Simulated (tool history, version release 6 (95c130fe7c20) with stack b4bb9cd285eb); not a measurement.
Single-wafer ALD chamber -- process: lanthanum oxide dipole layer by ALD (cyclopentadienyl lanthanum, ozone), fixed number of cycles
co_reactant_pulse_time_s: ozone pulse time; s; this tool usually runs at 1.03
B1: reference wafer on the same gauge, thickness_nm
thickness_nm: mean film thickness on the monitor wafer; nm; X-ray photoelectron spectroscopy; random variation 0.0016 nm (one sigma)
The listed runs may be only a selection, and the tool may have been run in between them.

Run 1, hour 0: usual settings but co_reactant_pulse_time_s 1.23 s; B1 0.572. Result: thickness_nm 0.512 nm.
Run 2, hour 15: usual settings but co_reactant_pulse_time_s 1.23 s; B1 0.572. Result: thickness_nm 0.51 nm.
At hour 26.7: gauge calibrated.
Run 3, hour 31.5: usual settings but co_reactant_pulse_time_s 1.23 s; B1 0.572. Result: thickness_nm 0.509 nm.
At hour 46: showerhead replaced.
Run 4, hour 46.5: usual settings; B1 0.572. Result: thickness_nm 0.49 nm.
Run 5, hour 46.9: usual settings; B1 0.572. Result: thickness_nm 0.49 nm.
Run 6, hour 51.9: usual settings but co_reactant_pulse_time_s 0.78 s; B1 0.571. Result: thickness_nm 0.458 nm.
At hour 68.1: ozone generator serviced.
Run 7, hour 69: usual settings but co_reactant_pulse_time_s 0.78 s; B1 0.572. Result: thickness_nm 0.456 nm.
At hour 77.5: thermocouple changed; heater temperature recalibrated.
Run 8, hour 78: usual settings but co_reactant_pulse_time_s 0.79 s; B1 0.572. Result: thickness_nm 0.46 nm.
Run 9, hour 83.7: usual settings but co_reactant_pulse_time_s 0.82 s; B1 0.572. Result: thickness_nm 0.464 nm.
Run 10, hour 99.3: usual settings but co_reactant_pulse_time_s 0.89 s; B1 0.572. Result: thickness_nm 0.475 nm.
At hour 110.1: gauge calibrated.
Run 11, hour 113.8: usual settings but co_reactant_pulse_time_s 0.73 s; B1 0.572. Result: thickness_nm 0.448 nm.
Run 12, hour 122: usual settings but co_reactant_pulse_time_s 1.28 s; B1 0.572. Result: thickness_nm 0.516 nm.
Run 13, hour 138.3: usual settings; B1 0.572. Result: thickness_nm 0.489 nm.
Run 14, hour 145.3: usual settings but co_reactant_pulse_time_s 0.84 s; B1 0.572. Result: thickness_nm 0.462 nm.
Run 15, hour 152.9: usual settings but co_reactant_pulse_time_s 0.82 s; B1 0.572. Result: thickness_nm 0.465 nm.

Here are 5 independent what-if runs from the current tool condition. What would each one return?
Run A, hour 153.3: usual settings; B1 ?. Result: thickness_nm ?.
Run B, hour 153.3: usual settings but co_reactant_pulse_time_s 1.32 s; B1 ?. Result: thickness_nm ?.
Run C, hour 153.3: usual settings but co_reactant_pulse_time_s 1.31 s; B1 ?. Result: thickness_nm ?.
Run D, hour 153.3: usual settings but co_reactant_pulse_time_s 1.26 s; B1 ?. Result: thickness_nm ?.
Run E, hour 153.3: usual settings but co_reactant_pulse_time_s 1.25 s; B1 ?. Result: thickness_nm ?.

run     B1  thickness_nm
  A  0.572          0.49
  B  0.572         0.516
  C  0.572         0.515
  D  0.572         0.512
  E  0.572         0.511
Had the tool no hidden state, the same runs would have come out as:
run  thickness_nm
  A          0.49
  B         0.516
  C         0.515
  D         0.512
  E         0.511

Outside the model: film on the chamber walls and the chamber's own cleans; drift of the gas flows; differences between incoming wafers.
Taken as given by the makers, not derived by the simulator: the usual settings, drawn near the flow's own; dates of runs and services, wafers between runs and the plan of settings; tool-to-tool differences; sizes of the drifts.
